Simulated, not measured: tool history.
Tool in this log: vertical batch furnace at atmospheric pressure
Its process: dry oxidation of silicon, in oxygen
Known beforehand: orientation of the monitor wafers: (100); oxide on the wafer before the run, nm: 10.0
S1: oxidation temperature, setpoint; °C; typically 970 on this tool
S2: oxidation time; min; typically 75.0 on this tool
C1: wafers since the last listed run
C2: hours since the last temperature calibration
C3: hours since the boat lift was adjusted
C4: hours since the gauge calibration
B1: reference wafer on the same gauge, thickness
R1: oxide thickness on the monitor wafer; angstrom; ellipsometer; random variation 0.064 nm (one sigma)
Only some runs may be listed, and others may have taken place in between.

| run | hour | S1 | S2 | C1 | C2 | C3 | C4 | B1 | R1 |
|---|---|---|---|---|---|---|---|---|---|
| 1 | 0.0 | 970 | 59.0 | 0 | 2578.1 | 3130.2 | 107.5 | 49.39 | 379.9 |
| 2 | 15.8 | 970 | 75.0 | 115 | 2593.9 | 3146.0 | 123.3 | 49.41 | 440.1 |
| 3 | 57.2 | 970 | 75.0 | 301 | 2635.3 | 3187.4 | 164.7 | 49.40 | 439.5 |
| 4 | 84.7 | 970 | 75.0 | 200 | 2662.8 | 3214.9 | 192.2 | 49.40 | 438.9 |
| 5 | 107.8 | 970 | 92.0 | 168 | 2685.9 | 3238.0 | 215.3 | 49.41 | 500.6 |
| 6 | 120.4 | 970 | 92.0 | 91 | 2698.5 | 3250.6 | 227.9 | 49.38 | 501.5 |
| 7 | 130.4 | 970 | 92.0 | 72 | 2708.5 | 3260.6 | 237.9 | 49.40 | 500.3 |
| 8 | 149.3 | 970 | 75.0 | 137 | 2727.4 | 3279.5 | 256.8 | 49.41 | 439.6 |
|  | 182.7 | thermocouples replaced and temperature profile calibrated |
| 9 | 183.2 | 970 | 75.0 | 72 | 0.5 | 3313.4 | 290.7 | 49.40 | 425.4 |
| 10 | 188.8 | 970 | 75.0 | 40 | 6.1 | 3319.0 | 296.3 | 49.40 | 427.0 |
| 11 | 194.3 | 980 | 64.0 | 40 | 11.6 | 3324.5 | 301.8 | 49.40 | 413.3 |
| 12 | 199.9 | 951 | 75.0 | 40 | 17.2 | 3330.1 | 307.4 | 49.39 | 369.9 |
| 13 | 207.5 | 951 | 75.0 | 55 | 24.8 | 3337.7 | 315.0 | 49.40 | 370.6 |
| 14 | 215.9 | 952 | 75.0 | 61 | 33.2 | 3346.1 | 323.4 | 49.40 | 373.5 |
| 15 | 230.0 | 963 | 44.5 | 102 | 47.3 | 3360.2 | 337.5 | 49.39 | 300.9 |
| 16 | 250.7 | 957 | 100.5 | 150 | 68.0 | 3380.9 | 358.2 | 49.41 | 469.1 |
| 17 | 266.5 | 970 | 75.0 | 115 | 83.8 | 3396.7 | 374.0 | 49.40 | 427.7 |
| 18 | 283.3 | 970 | 75.0 | 122 | 100.6 | 3413.5 | 390.8 | 49.40 | 427.4 |
| 19 | 304.5 | 970 | 92.0 | 154 | 121.8 | 3434.7 | 412.0 | 49.40 | 487.6 |
|  | 325.6 | gauge calibrated |
|  | 342.9 | boat lift adjusted |
| 20 | 343.4 | 970 | 75.0 | 108 | 160.7 | 0.5 | 17.8 | 49.40 | 429.2 |
| 21 | 349.0 | 994 | 75.0 | 40 | 166.3 | 6.1 | 23.4 | 49.38 | 515.8 |
| 22 | 354.5 | 982 | 75.0 | 40 | 171.8 | 11.6 | 28.9 | 49.39 | 466.4 |
| 23 | 360.1 | 992 | 88.5 | 40 | 177.4 | 17.2 | 34.5 | 49.40 | 565.1 |
| 24 | 366.1 | 958 | 111.5 | 43 | 183.4 | 23.2 | 40.5 | 49.40 | 508.7 |
| 25 | 386.1 | 970 | 75.0 | 145 | 203.4 | 43.2 | 60.5 | 49.38 | 429.3 |
| 26 | 408.8 | 970 | 75.0 | 165 | 226.1 | 65.9 | 83.2 | 49.41 | 428.7 |
| 27 | 426.5 | 954 | 110.0 | 129 | 243.8 | 83.6 | 100.9 | 49.40 | 487.3 |
| 28 | 447.3 | 950 | 46.5 | 151 | 264.6 | 104.4 | 121.7 | 49.40 | 281.3 |

Consider 4 possible next runs. They are alternatives, not a sequence: every one starts from the tool as it was left by run 28. What does each give?
| A | 452.9 | 970 | 75.0 | 40 | 270.2 | 110.0 | 127.3 | ? | ? |
| B | 452.9 | 988 | 48.0 | 40 | 270.2 | 110.0 | 127.3 | ? | ? |
| C | 452.9 | 987 | 59.5 | 40 | 270.2 | 110.0 | 127.3 | ? | ? |
| D | 452.9 | 957 | 52.0 | 40 | 270.2 | 110.0 | 127.3 | ? | ? |

| run | B1 | R1 |
|---|---|---|
| A | 49.41 | 428.3 |
| B | 49.41 | 373.9 |
| C | 49.41 | 420.9 |
| D | 49.41 | 316.0 |
With no hidden state in the tool, these same runs would have given:
| run | R1 |
|---|---|
| A | 422.9 |
| B | 367.8 |
| C | 414.1 |
| D | 311.4 |
